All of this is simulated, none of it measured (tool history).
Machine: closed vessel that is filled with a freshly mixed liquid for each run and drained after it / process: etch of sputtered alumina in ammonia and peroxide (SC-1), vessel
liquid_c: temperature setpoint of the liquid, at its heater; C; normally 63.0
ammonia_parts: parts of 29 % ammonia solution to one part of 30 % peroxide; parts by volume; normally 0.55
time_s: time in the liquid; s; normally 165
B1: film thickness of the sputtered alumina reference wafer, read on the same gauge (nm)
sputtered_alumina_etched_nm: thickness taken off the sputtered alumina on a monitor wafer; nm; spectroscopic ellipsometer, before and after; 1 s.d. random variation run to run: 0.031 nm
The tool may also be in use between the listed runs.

Run 1, hour 0.0: usual settings but liquid_c 60.0 C, time_s 95 s; B1 90.02. Result: sputtered_alumina_etched_nm 6.49 nm.
Run 2, hour 8.2: usual settings; B1 89.99. Result: sputtered_alumina_etched_nm 13.14 nm.
Run 3, hour 22.8: usual settings; B1 90.00. Result: sputtered_alumina_etched_nm 13.11 nm.
Run 4, hour 36.8: usual settings; B1 89.99. Result: sputtered_alumina_etched_nm 13.13 nm.
Run 5, hour 47.6: usual settings but liquid_c 65.0 C; B1 90.00. Result: sputtered_alumina_etched_nm 14.56 nm.
Run 6, hour 61.4: usual settings but liquid_c 65.0 C; B1 90.00. Result: sputtered_alumina_etched_nm 14.52 nm.
At hour 67.0: thermometer replaced.
Run 7, hour 68.4: usual settings but time_s 145 s; B1 90.02. Result: sputtered_alumina_etched_nm 13.33 nm.
Run 8, hour 86.3: usual settings but time_s 145 s; B1 90.02. Result: sputtered_alumina_etched_nm 13.23 nm.
Run 9, hour 96.6: usual settings but time_s 145 s; B1 90.01. Result: sputtered_alumina_etched_nm 13.24 nm.
Run 10, hour 110.6: usual settings but liquid_c 55.5 C, time_s 215 s; B1 89.98. Result: sputtered_alumina_etched_nm 13.39 nm.
Run 11, hour 119.3: usual settings but ammonia_parts 0.80 parts by volume; B1 89.99. Result: sputtered_alumina_etched_nm 15.58 nm.
Run 12, hour 127.1: usual settings but liquid_c 70.0 C, ammonia_parts 0.25 parts by volume, time_s 70 s; B1 90.02. Result: sputtered_alumina_etched_nm 8.34 nm.
Run 13, hour 135.5: usual settings but liquid_c 67.0 C; B1 90.00. Result: sputtered_alumina_etched_nm 18.38 nm.
Run 14, hour 144.8: usual settings but liquid_c 59.0 C, ammonia_parts 0.45 parts by volume, time_s 70 s; B1 90.00. Result: sputtered_alumina_etched_nm 5.09 nm.
Run 15, hour 154.9: usual settings but liquid_c 53.0 C; B1 90.01. Result: sputtered_alumina_etched_nm 8.91 nm.
At hour 155.8: gauge calibrated.
Run 16, hour 164.6: usual settings; B1 89.99. Result: sputtered_alumina_etched_nm 14.97 nm.
At hour 172.9: new drum of ammonia solution connected.
Run 17, hour 174.7: usual settings but liquid_c 59.0 C, ammonia_parts 0.30 parts by volume, time_s 230 s; B1 90.02. Result: sputtered_alumina_etched_nm 16.06 nm.
Run 18, hour 183.3: usual settings but liquid_c 59.5 C, ammonia_parts 0.30 parts by volume, time_s 80 s; B1 89.99. Result: sputtered_alumina_etched_nm 5.74 nm.
Run 19, hour 200.5: usual settings; B1 89.99. Result: sputtered_alumina_etched_nm 14.97 nm.
At hour 213.6: ammonia flow meter replaced.
Run 20, hour 215.6: usual settings but liquid_c 57.5 C, ammonia_parts 0.40 parts by volume; B1 90.01. Result: sputtered_alumina_etched_nm 11.11 nm.
Run 21, hour 231.7: usual settings; B1 90.00. Result: sputtered_alumina_etched_nm 15.15 nm.
Run 22, hour 247.0: usual settings; B1 90.01. Result: sputtered_alumina_etched_nm 15.09 nm.
Run 23, hour 254.3: usual settings but liquid_c 69.0 C, ammonia_parts 0.45 parts by volume, time_s 240 s; B1 90.01. Result: sputtered_alumina_etched_nm 29.05 nm.
Run 24, hour 265.5: usual settings but time_s 240 s; B1 90.01. Result: sputtered_alumina_etched_nm 21.99 nm.
Run 25, hour 280.8: usual settings but ammonia_parts 0.35 parts by volume, time_s 260 s; B1 89.98. Result: sputtered_alumina_etched_nm 22.86 nm.
Run 26, hour 290.5: usual settings; B1 90.01. Result: sputtered_alumina_etched_nm 15.04 nm.
Run 27, hour 298.4: usual settings but liquid_c 65.0 C; B1 90.00. Result: sputtered_alumina_etched_nm 16.71 nm.
Run 28, hour 309.4: usual settings but ammonia_parts 0.65 parts by volume; B1 90.00. Result: sputtered_alumina_etched_nm 15.32 nm.
Run 29, hour 319.1: usual settings but liquid_c 56.0 C, ammonia_parts 0.35 parts by volume, time_s 220 s; B1 90.00. Result: sputtered_alumina_etched_nm 13.45 nm.

Below are 3 alternative next runs, each starting from the tool's condition after run 29. Predict each:
Run A, hour 319.8: usual settings but liquid_c 66.5 C; B1 ?. Result: sputtered_alumina_etched_nm ?.
Run B, hour 319.8: usual settings but liquid_c 67.5 C, ammonia_parts 0.40 parts by volume, time_s 100 s; B1 ?. Result: sputtered_alumina_etched_nm ?.
Run C, hour 319.8: usual settings but ammonia_parts 0.35 parts by volume, time_s 240 s; B1 ?. Result: sputtered_alumina_etched_nm ?.

run     B1  sputtered_alumina_etched_nm
  A  90.00                        17.94
  B  90.00                        11.08
  C  90.00                        21.00
Without the tool's hidden state the same runs would have given:
run  sputtered_alumina_etched_nm
  A                        18.23
  B                        11.26
  C                        21.35

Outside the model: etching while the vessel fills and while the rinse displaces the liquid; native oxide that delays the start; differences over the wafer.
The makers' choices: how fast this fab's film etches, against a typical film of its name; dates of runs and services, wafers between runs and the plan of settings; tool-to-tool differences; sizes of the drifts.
